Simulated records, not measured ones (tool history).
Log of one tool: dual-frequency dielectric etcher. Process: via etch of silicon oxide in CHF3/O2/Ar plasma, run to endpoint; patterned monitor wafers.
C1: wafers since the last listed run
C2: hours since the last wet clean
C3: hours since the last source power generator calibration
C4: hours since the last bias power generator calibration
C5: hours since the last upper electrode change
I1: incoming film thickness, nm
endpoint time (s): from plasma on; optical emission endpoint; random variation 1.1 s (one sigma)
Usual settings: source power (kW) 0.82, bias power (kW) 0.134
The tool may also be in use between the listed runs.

run 1 hour=0 | source_power_(kW)=0.82 bias_power_(kW)=0.134 | C1=0 C2=163.5 C3=1634.3 C4=3218.4 C5=4049.4 | I1=572.1 | endpoint_time_(s)=281.2
run 2 hour=95.5 | source_power_(kW)=0.76 bias_power_(kW)=0.134 | C1=415 C2=259 C3=1729.8 C4=3313.9 C5=4144.9 | I1=577.4 | endpoint_time_(s)=292.7
run 3 hour=141.5 | source_power_(kW)=0.76 bias_power_(kW)=0.134 | C1=200 C2=305 C3=1775.8 C4=3359.9 C5=4190.9 | I1=572.6 | endpoint_time_(s)=291.3
run 4 hour=184.6 | source_power_(kW)=0.76 bias_power_(kW)=0.134 | C1=187 C2=348.1 C3=1818.9 C4=3403 C5=4234 | I1=575.9 | endpoint_time_(s)=291.5
run 5 hour=303.8 | source_power_(kW)=0.91 bias_power_(kW)=0.134 | C1=519 C2=467.3 C3=1938.1 C4=3522.2 C5=4353.2 | I1=578.3 | endpoint_time_(s)=277.3
-- hour=349.2 wet clean of the chamber
run 6 hour=357 | source_power_(kW)=0.91 bias_power_(kW)=0.134 | C1=127 C2=7.8 C3=1991.3 C4=3575.4 C5=4406.4 | I1=569.8 | endpoint_time_(s)=269.4
run 7 hour=397.2 | source_power_(kW)=0.82 bias_power_(kW)=0.157 | C1=175 C2=48 C3=2031.5 C4=3615.6 C5=4446.6 | I1=585.7 | endpoint_time_(s)=275.6
run 8 hour=448 | source_power_(kW)=0.82 bias_power_(kW)=0.157 | C1=221 C2=98.8 C3=2082.3 C4=3666.4 C5=4497.4 | I1=579.3 | endpoint_time_(s)=273.5
run 9 hour=516.7 | source_power_(kW)=0.82 bias_power_(kW)=0.157 | C1=299 C2=167.5 C3=2151 C4=3735.1 C5=4566.1 | I1=573.9 | endpoint_time_(s)=270.7
run 10 hour=574.9 | source_power_(kW)=0.75 bias_power_(kW)=0.134 | C1=253 C2=225.7 C3=2209.2 C4=3793.3 C5=4624.3 | I1=574.6 | endpoint_time_(s)=290
run 11 hour=680.2 | source_power_(kW)=0.92 bias_power_(kW)=0.115 | C1=458 C2=331 C3=2314.5 C4=3898.6 C5=4729.6 | I1=575.5 | endpoint_time_(s)=283.2
run 12 hour=829.4 | source_power_(kW)=0.82 bias_power_(kW)=0.134 | C1=649 C2=480.2 C3=2463.7 C4=4047.8 C5=4878.8 | I1=572.4 | endpoint_time_(s)=285
-- hour=853.9 wet clean of the chamber
-- hour=877.7 upper electrode replaced
run 13 hour=888.3 | source_power_(kW)=0.82 bias_power_(kW)=0.134 | C1=48 C2=34.4 C3=2522.6 C4=4106.7 C5=10.6 | I1=579.5 | endpoint_time_(s)=285.2
-- hour=967.5 bias power generator calibrated
-- hour=1054.3 source power generator calibrated
run 14 hour=1210.4 | source_power_(kW)=0.92 bias_power_(kW)=0.134 | C1=1367 C2=356.5 C3=156.1 C4=242.9 C5=332.7 | I1=576.6 | endpoint_time_(s)=275.5
run 15 hour=1255.1 | source_power_(kW)=0.66 bias_power_(kW)=0.156 | C1=194 C2=401.2 C3=200.8 C4=287.6 C5=377.4 | I1=573.5 | endpoint_time_(s)=292

Run 16 comes next. What will it give?
-- hour=1399.8 wet clean of the chamber
run 16 hour=1548.7 | source_power_(kW)=0.82 bias_power_(kW)=0.134 | C1=1173 C2=148.9 C3=494.4 C4=581.2 C5=671 | I1=573.7 | endpoint_time_(s)=?

Run 16 gave endpoint time (s) 282.7.
Without the tool's hidden state the same run would have given endpoint time (s) 281.2.
